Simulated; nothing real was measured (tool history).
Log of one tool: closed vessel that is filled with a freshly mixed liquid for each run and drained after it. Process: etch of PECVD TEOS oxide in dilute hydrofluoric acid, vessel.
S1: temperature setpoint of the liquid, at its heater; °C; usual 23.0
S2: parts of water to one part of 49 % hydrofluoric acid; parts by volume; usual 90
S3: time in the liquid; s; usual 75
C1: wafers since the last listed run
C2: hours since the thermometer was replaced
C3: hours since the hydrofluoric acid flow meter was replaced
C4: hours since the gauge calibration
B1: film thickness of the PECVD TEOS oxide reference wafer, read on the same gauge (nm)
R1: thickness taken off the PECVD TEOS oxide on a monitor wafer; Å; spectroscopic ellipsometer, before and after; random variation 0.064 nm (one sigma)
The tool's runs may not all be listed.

{"run": 1, "day": 0.0, "S1": 23.0, "S2": 90, "S3": 75, "C1": 0, "C2": 1743.7, "C3": 1445.4, "C4": 114.7, "B1": 130.03, "R1": 218.7}
{"run": 2, "day": 1.142, "S1": 23.0, "S2": 90, "S3": 75, "C1": 2447, "C2": 1771.1, "C3": 1472.8, "C4": 142.1, "B1": 130.0, "R1": 218.5}
{"run": 3, "day": 2.2, "S1": 23.0, "S2": 90, "S3": 75, "C1": 2269, "C2": 1796.5, "C3": 1498.2, "C4": 167.5, "B1": 130.03, "R1": 219.2}
{"run": 4, "day": 3.125, "S1": 25.5, "S2": 115, "S3": 75, "C1": 1983, "C2": 1818.7, "C3": 1520.4, "C4": 189.7, "B1": 130.03, "R1": 182.2}
{"run": 5, "day": 4.242, "S1": 23.0, "S2": 55, "S3": 75, "C1": 2394, "C2": 1845.5, "C3": 1547.2, "C4": 216.5, "B1": 130.01, "R1": 375.8}
{"run": 6, "day": 5.533, "S1": 23.0, "S2": 55, "S3": 75, "C1": 2769, "C2": 1876.5, "C3": 1578.2, "C4": 247.5, "B1": 130.0, "R1": 377.7}
{"run": 7, "day": 6.421, "S1": 23.0, "S2": 90, "S3": 75, "C1": 1902, "C2": 1897.8, "C3": 1599.5, "C4": 268.8, "B1": 130.01, "R1": 219.1}
{"run": 8, "day": 7.779, "S1": 23.0, "S2": 115, "S3": 75, "C1": 2912, "C2": 1930.4, "C3": 1632.1, "C4": 301.4, "B1": 130.02, "R1": 167.8}
{"run": 9, "day": 8.362, "S1": 23.0, "S2": 115, "S3": 75, "C1": 1250, "C2": 1944.4, "C3": 1646.1, "C4": 315.4, "B1": 130.02, "R1": 166.9}
{"run": 10, "day": 9.625, "S1": 23.0, "S2": 115, "S3": 75, "C1": 2706, "C2": 1974.7, "C3": 1676.4, "C4": 345.7, "B1": 130.03, "R1": 167.5}
{"run": 11, "day": 10.183, "S1": 23.0, "S2": 90, "S3": 75, "C1": 1197, "C2": 1988.1, "C3": 1689.8, "C4": 359.1, "B1": 130.05, "R1": 220.5}
{"run": 12, "day": 11.275, "S1": 23.0, "S2": 90, "S3": 75, "C1": 2340, "C2": 2014.3, "C3": 1716.0, "C4": 385.3, "B1": 129.97, "R1": 220.9}
{"run": 13, "day": 12.488, "S1": 25.0, "S2": 90, "S3": 75, "C1": 2599, "C2": 2043.4, "C3": 1745.1, "C4": 414.4, "B1": 129.98, "R1": 240.2}
{"run": 14, "day": 13.117, "S1": 25.0, "S2": 90, "S3": 75, "C1": 1349, "C2": 2058.5, "C3": 1760.2, "C4": 429.5, "B1": 129.98, "R1": 238.7}
{"run": 15, "day": 13.742, "S1": 23.0, "S2": 90, "S3": 75, "C1": 1340, "C2": 2073.5, "C3": 1775.2, "C4": 444.5, "B1": 129.96, "R1": 221.1}
{"run": 16, "day": 14.612, "S1": 23.0, "S2": 90, "S3": 75, "C1": 1867, "C2": 2094.4, "C3": 1796.1, "C4": 465.4, "B1": 129.97, "R1": 221.7}
{"day": 15.338, "done": "thermometer replaced"}
{"run": 17, "day": 16.021, "S1": 23.0, "S2": 50, "S3": 75, "C1": 2930, "C2": 16.4, "C3": 1829.9, "C4": 499.2, "B1": 130.02, "R1": 378.1}
{"run": 18, "day": 16.571, "S1": 27.0, "S2": 135, "S3": 30, "C1": 1179, "C2": 29.6, "C3": 1843.1, "C4": 512.4, "B1": 130.04, "R1": 58.8}
{"run": 19, "day": 17.646, "S1": 23.0, "S2": 50, "S3": 60, "C1": 2304, "C2": 55.4, "C3": 1868.9, "C4": 538.2, "B1": 130.05, "R1": 303.2}
{"day": 18.042, "done": "gauge calibrated"}
{"run": 20, "day": 20.512, "S1": 25.0, "S2": 90, "S3": 85, "C1": 6146, "C2": 124.2, "C3": 1937.7, "C4": 59.3, "B1": 130.01, "R1": 245.7}
{"run": 21, "day": 21.021, "S1": 20.5, "S2": 70, "S3": 40, "C1": 1089, "C2": 136.4, "C3": 1949.9, "C4": 71.5, "B1": 129.96, "R1": 127.6}
{"run": 22, "day": 21.996, "S1": 23.0, "S2": 90, "S3": 75, "C1": 2090, "C2": 159.8, "C3": 1973.3, "C4": 94.9, "B1": 130.01, "R1": 200.1}
{"run": 23, "day": 22.883, "S1": 21.0, "S2": 90, "S3": 50, "C1": 1902, "C2": 181.1, "C3": 1994.6, "C4": 116.2, "B1": 130.01, "R1": 124.0}
{"run": 24, "day": 24.021, "S1": 18.5, "S2": 90, "S3": 75, "C1": 2438, "C2": 208.4, "C3": 2021.9, "C4": 143.5, "B1": 130.0, "R1": 167.7}
{"run": 25, "day": 24.896, "S1": 23.0, "S2": 90, "S3": 100, "C1": 1876, "C2": 229.4, "C3": 2042.9, "C4": 164.5, "B1": 129.99, "R1": 268.6}
{"run": 26, "day": 25.921, "S1": 23.0, "S2": 90, "S3": 75, "C1": 2197, "C2": 254.0, "C3": 2067.5, "C4": 189.1, "B1": 130.04, "R1": 200.6}
{"day": 27.438, "done": "hydrofluoric acid flow meter replaced"}
{"run": 27, "day": 28.946, "S1": 23.0, "S2": 90, "S3": 75, "C1": 6396, "C2": 326.6, "C3": 36.2, "C4": 261.7, "B1": 130.0, "R1": 202.5}
{"run": 28, "day": 29.771, "S1": 26.0, "S2": 90, "S3": 75, "C1": 1768, "C2": 346.4, "C3": 56.0, "C4": 281.5, "B1": 130.01, "R1": 229.0}
{"run": 29, "day": 31.062, "S1": 23.0, "S2": 105, "S3": 100, "C1": 2769, "C2": 377.4, "C3": 87.0, "C4": 312.5, "B1": 130.04, "R1": 227.9}
{"run": 30, "day": 34.25, "S1": 23.0, "S2": 125, "S3": 105, "C1": 6834, "C2": 453.9, "C3": 163.5, "C4": 389.0, "B1": 129.97, "R1": 197.3}
{"run": 31, "day": 36.317, "S1": 23.0, "S2": 90, "S3": 75, "C1": 4431, "C2": 503.5, "C3": 213.1, "C4": 438.6, "B1": 129.96, "R1": 204.4}
{"run": 32, "day": 37.254, "S1": 25.0, "S2": 90, "S3": 85, "C1": 2010, "C2": 526.0, "C3": 235.6, "C4": 461.1, "B1": 130.01, "R1": 251.1}

The same runs without the tool's hidden state, with the same run-to-run variation:
The hidden state here: liquid hotter than its thermometer reads (K); hydrofluoric acid flow above the setpoint (%); gauge reads high (%).
run=1 R1=199.5
run=2 R1=199.1
run=3 R1=199.6
run=4 R1=166.3
run=5 R1=340.3
run=6 R1=341.6
run=7 R1=198.5
run=8 R1=152.1
run=9 R1=151.2
run=10 R1=151.5
run=11 R1=198.9
run=12 R1=199.0
run=13 R1=216.6
run=14 R1=215.1
run=15 R1=198.6
run=16 R1=199.0
run=17 R1=377.7
run=18 R1=58.7
run=19 R1=302.3
run=20 R1=244.2
run=21 R1=126.8
run=22 R1=198.6
run=23 R1=122.9
run=24 R1=165.9
run=25 R1=265.7
run=26 R1=198.2
run=27 R1=199.3
run=28 R1=225.3
run=29 R1=223.9
run=30 R1=193.2
run=31 R1=199.5
run=32 R1=245.1

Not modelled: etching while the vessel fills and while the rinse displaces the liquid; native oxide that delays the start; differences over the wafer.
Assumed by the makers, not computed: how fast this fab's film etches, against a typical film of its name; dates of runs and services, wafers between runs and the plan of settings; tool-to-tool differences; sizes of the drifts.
